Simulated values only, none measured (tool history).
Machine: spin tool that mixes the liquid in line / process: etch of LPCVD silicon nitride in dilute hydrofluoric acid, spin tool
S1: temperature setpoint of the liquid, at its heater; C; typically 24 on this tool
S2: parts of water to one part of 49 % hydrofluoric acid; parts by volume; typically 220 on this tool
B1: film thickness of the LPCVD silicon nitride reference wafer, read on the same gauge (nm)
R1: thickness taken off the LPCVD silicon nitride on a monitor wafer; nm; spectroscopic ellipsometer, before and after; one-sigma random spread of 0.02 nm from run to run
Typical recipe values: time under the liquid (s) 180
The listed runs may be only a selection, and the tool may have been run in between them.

{"run": 1, "hour": 0.0, "S1": 26, "S2": 220, "time under the liquid (s)": 180, "B1": 79.985, "R1": 0.479}
{"run": 2, "hour": 8.4, "S1": 26, "S2": 220, "time under the liquid (s)": 180, "B1": 79.986, "R1": 0.517}
{"run": 3, "hour": 23.7, "S1": 26, "S2": 220, "time under the liquid (s)": 180, "B1": 80.006, "R1": 0.467}
{"run": 4, "hour": 33.3, "S1": 24, "S2": 220, "time under the liquid (s)": 180, "B1": 80.008, "R1": 0.391}
{"run": 5, "hour": 46.6, "S1": 24, "S2": 220, "time under the liquid (s)": 180, "B1": 80.009, "R1": 0.439}
{"run": 6, "hour": 53.5, "S1": 24, "S2": 220, "time under the liquid (s)": 180, "B1": 80.019, "R1": 0.431}
{"run": 7, "hour": 70.8, "S1": 24, "S2": 220, "time under the liquid (s)": 180, "B1": 79.999, "R1": 0.433}
{"run": 8, "hour": 79.5, "S1": 24, "S2": 220, "time under the liquid (s)": 180, "B1": 80.013, "R1": 0.441}
{"run": 9, "hour": 96.4, "S1": 24, "S2": 220, "time under the liquid (s)": 180, "B1": 80.012, "R1": 0.414}
{"run": 10, "hour": 113.4, "S1": 22, "S2": 285, "time under the liquid (s)": 180, "B1": 80.01, "R1": 0.293}
{"run": 11, "hour": 129.5, "S1": 22, "S2": 285, "time under the liquid (s)": 180, "B1": 79.999, "R1": 0.296}
{"run": 12, "hour": 141.9, "S1": 24, "S2": 220, "time under the liquid (s)": 180, "B1": 80.004, "R1": 0.445}
{"run": 13, "hour": 159.0, "S1": 24, "S2": 220, "time under the liquid (s)": 180, "B1": 80.008, "R1": 0.413}
{"run": 14, "hour": 170.8, "S1": 24, "S2": 220, "time under the liquid (s)": 180, "B1": 79.995, "R1": 0.462}
{"run": 15, "hour": 183.4, "S1": 24, "S2": 220, "time under the liquid (s)": 180, "B1": 80.01, "R1": 0.405}
{"hour": 185.5, "done": "thermometer replaced"}
{"run": 16, "hour": 198.4, "S1": 20, "S2": 220, "time under the liquid (s)": 180, "B1": 80.013, "R1": 0.307}
{"hour": 202.1, "done": "hydrofluoric acid flow meter replaced"}
{"run": 17, "hour": 210.1, "S1": 20, "S2": 290, "time under the liquid (s)": 220, "B1": 80.007, "R1": 0.317}
{"hour": 226.3, "done": "gauge calibrated"}
{"run": 18, "hour": 248.5, "S1": 22, "S2": 115, "time under the liquid (s)": 135, "B1": 79.989, "R1": 0.506}
{"run": 19, "hour": 261.9, "S1": 24, "S2": 220, "time under the liquid (s)": 180, "B1": 79.989, "R1": 0.459}
{"run": 20, "hour": 275.2, "S1": 24, "S2": 280, "time under the liquid (s)": 75, "B1": 80.018, "R1": 0.139}
{"run": 21, "hour": 283.9, "S1": 26.5, "S2": 250, "time under the liquid (s)": 225, "B1": 80.003, "R1": 0.58}
{"run": 22, "hour": 292.6, "S1": 19.5, "S2": 150, "time under the liquid (s)": 245, "B1": 79.994, "R1": 0.703}

The next listed run, before its measurement:
{"run": 23, "hour": 302.2, "S1": 28.5, "S2": 220, "time under the liquid (s)": 130, "B1": "?", "R1": "?"}

{"run 23": {"B1": 80.006, "R1": 0.407}}
Without the tool's hidden state the same run would have given R1 0.407 nm.
